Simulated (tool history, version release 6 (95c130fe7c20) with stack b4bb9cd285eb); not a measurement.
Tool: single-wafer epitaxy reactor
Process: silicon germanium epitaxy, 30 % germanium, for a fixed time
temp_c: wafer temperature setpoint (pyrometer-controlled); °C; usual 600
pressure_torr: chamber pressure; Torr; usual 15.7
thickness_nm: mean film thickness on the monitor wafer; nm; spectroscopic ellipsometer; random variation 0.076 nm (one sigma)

run   hour  temp_c  pressure_torr  read-back reference wafer on the same gauge, thickness_nm  thickness_nm
  1    0.0     611           14.3                                                     45.801        63.644
  2   13.3     600           15.7                                                     45.800        53.155
  3  106.9     600           15.7                                                     45.832        53.620
  4  121.1     600           17.1                                                     45.799        55.104
  5  156.7     600           17.1                                                     45.766        55.370
     181.6  -- capacitance manometer re-zeroed and calibrated
  6  188.3     600           15.7                                                     45.799        52.370
     208.5  -- showerhead replaced
     215.4  -- pyrometer calibrated
  7  215.9     607           14.0                                                     45.814        56.014
  8  231.0     600           14.5                                                     45.802        49.426
     250.0  -- gauge calibrated
  9  259.1     590           13.9                                                     45.810        39.959
 10  286.7     587           15.7                                                     45.781        39.275
 11  318.0     600           15.7                                                     45.799        50.947
 12  336.2     600           15.7                                                     45.770        50.880
 13  369.6     606           18.8                                                     45.796        60.946
 14  392.4     592           15.7                                                     45.778        43.494

Hidden state or all else? Some run-to-run changes of thickness_nm, split into what the settings, what came in and random variation would give without the hidden state, and what is left for the hidden state (with any gauge scatter that isn't in both results):
The hidden state here: wafer temperature above the value expected at the setpoint (K); true pressure above the setpoint (%); gauge reads high (%).
Run 6 -> 7: temp_c 600 -> 607, pressure_torr 15.7 -> 14.0, showerhead replaced, pyrometer calibrated. thickness_nm +3.644 nm: hidden state -1.623, all else +5.267.
Run 13 -> 14: temp_c 606 -> 592, pressure_torr 18.8 -> 15.7. thickness_nm -17.452 nm: hidden state +0.033, all else -17.485.
